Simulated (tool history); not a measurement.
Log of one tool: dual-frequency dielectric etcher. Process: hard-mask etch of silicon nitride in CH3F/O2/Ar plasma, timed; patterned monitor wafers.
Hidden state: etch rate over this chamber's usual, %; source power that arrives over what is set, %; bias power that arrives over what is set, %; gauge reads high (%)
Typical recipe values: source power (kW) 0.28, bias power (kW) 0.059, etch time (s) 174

run,hour,source power (kW),bias power (kW),etch time (s),wafers since the last listed run,hours since the last wet clean,hours since the last source power generator calibration,hours since the last bias power generator calibration,hours since the last upper electrode change,hours since the gauge calibration,"read-back reference wafer on the same gauge, depth_nm",mean etch depth across the wafer (angstrom)
1,0,0.28,0.049,134.5,0,651.6,640.7,2560.2,3510.1,936.7,95.5,719
2,76.8,0.28,0.059,174,366,728.4,717.5,2637,3586.9,1013.5,95.4,975
# hour 107.9: wet clean of the chamber
3,181.8,0.28,0.059,174,386,73.9,822.5,2742,3691.9,1118.5,95.3,972
4,289.4,0.28,0.059,174,513,181.5,930.1,2849.6,3799.5,1226.1,95.3,975
5,358,0.28,0.059,174,327,250.1,998.7,2918.2,3868.1,1294.7,95.4,969
# hour 421.8: upper electrode replaced
6,422.4,0.28,0.059,174,192,314.5,1063.1,2982.6,0.6,1359.1,95.1,975
7,486.3,0.28,0.059,174,305,378.4,1127,3046.5,64.5,1423,95.1,968
8,551.2,0.33,0.065,187.5,309,443.3,1191.9,3111.4,129.4,1487.9,94.8,1132
9,599.2,0.26,0.05,199,229,491.3,1239.9,3159.4,177.4,1535.9,94.9,1037
# hour 785.1: bias power generator calibrated
10,915.3,0.28,0.044,161,1490,807.4,1556,130.2,493.5,1852,94.4,826
# hour 950.1: wet clean of the chamber
11,986,0.28,0.059,174,222,35.9,1626.7,200.9,564.2,1922.7,94.3,958
# hour 1186.6: gauge calibrated
12,1223.8,0.33,0.072,174,1135,273.7,1864.5,438.7,802,37.2,97.2,1105
13,1261.7,0.33,0.059,174,180,311.6,1902.4,476.6,839.9,75.1,97,1048
14,1367.3,0.35,0.044,174,504,417.2,2008,582.2,945.5,180.7,97.1,1012
15,1462.3,0.32,0.047,174,453,512.2,2103,677.2,1040.5,275.7,97.1,987
# hour 1493.7: source power generator calibrated
16,1545.9,0.34,0.059,174,380,595.8,52.2,760.8,1124.1,359.3,96.8,1063
17,1644.3,0.28,0.055,174,469,694.2,150.6,859.2,1222.5,457.7,96.7,973
# hour 1670.7: wet clean of the chamber
18,1705.4,0.28,0.059,174,177,34.7,211.7,920.3,1283.6,518.8,96.9,997
19,1782,0.28,0.059,135,365,111.3,288.3,996.9,1360.2,595.4,96.6,767
20,1889.8,0.28,0.074,174,514,219.1,396.1,1104.7,1468,703.2,96.5,1057
21,2088.4,0.34,0.059,208.5,948,417.7,594.7,1303.3,1666.6,901.8,96.2,1260
22,2181.9,0.28,0.059,174,446,511.2,688.2,1396.8,1760.1,995.3,96.1,977
23,2220.6,0.28,0.059,174,184,549.9,726.9,1435.5,1798.8,1034,96.2,978
24,2310.4,0.24,0.052,204.5,428,639.7,816.7,1525.3,1888.6,1123.8,95.7,1054
25,2352.4,0.28,0.059,174,200,681.7,858.7,1567.3,1930.6,1165.8,95.7,975
26,2391.1,0.28,0.059,174,184,720.4,897.4,1606,1969.3,1204.5,95.9,978
# hour 2456.6: wet clean of the chamber
27,2478.4,0.34,0.071,125,302,21.8,984.7,1693.3,2056.6,1291.8,95.4,795
28,2552.7,0.33,0.066,174,354,96.1,1059,1767.6,2130.9,1366.1,95.6,1059
29,2635.8,0.28,0.059,174,396,179.2,1142.1,1850.7,2214,1449.2,95.5,979

State the hidden condition of the tool at each of the runs:
etch rate over this chamber's usual, %: 0, the same for each run
source power that arrives over what is set, %: 0, the same for each run
bias power that arrives over what is set, %: 0, the same for each run
H1: gauge reads high (%)
run,H1
1,-1.17
2,-1.28
3,-1.42
4,-1.57
5,-1.66
6,-1.75
7,-1.84
8,-1.93
9,-2
10,-2.43
11,-2.53
12,0.617
13,0.565
14,0.419
15,0.288
16,0.173
17,0.0375
18,-0.0467
19,-0.152
20,-0.301
21,-0.575
22,-0.704
23,-0.757
24,-0.881
25,-0.939
26,-0.992
27,-1.11
28,-1.22
29,-1.33
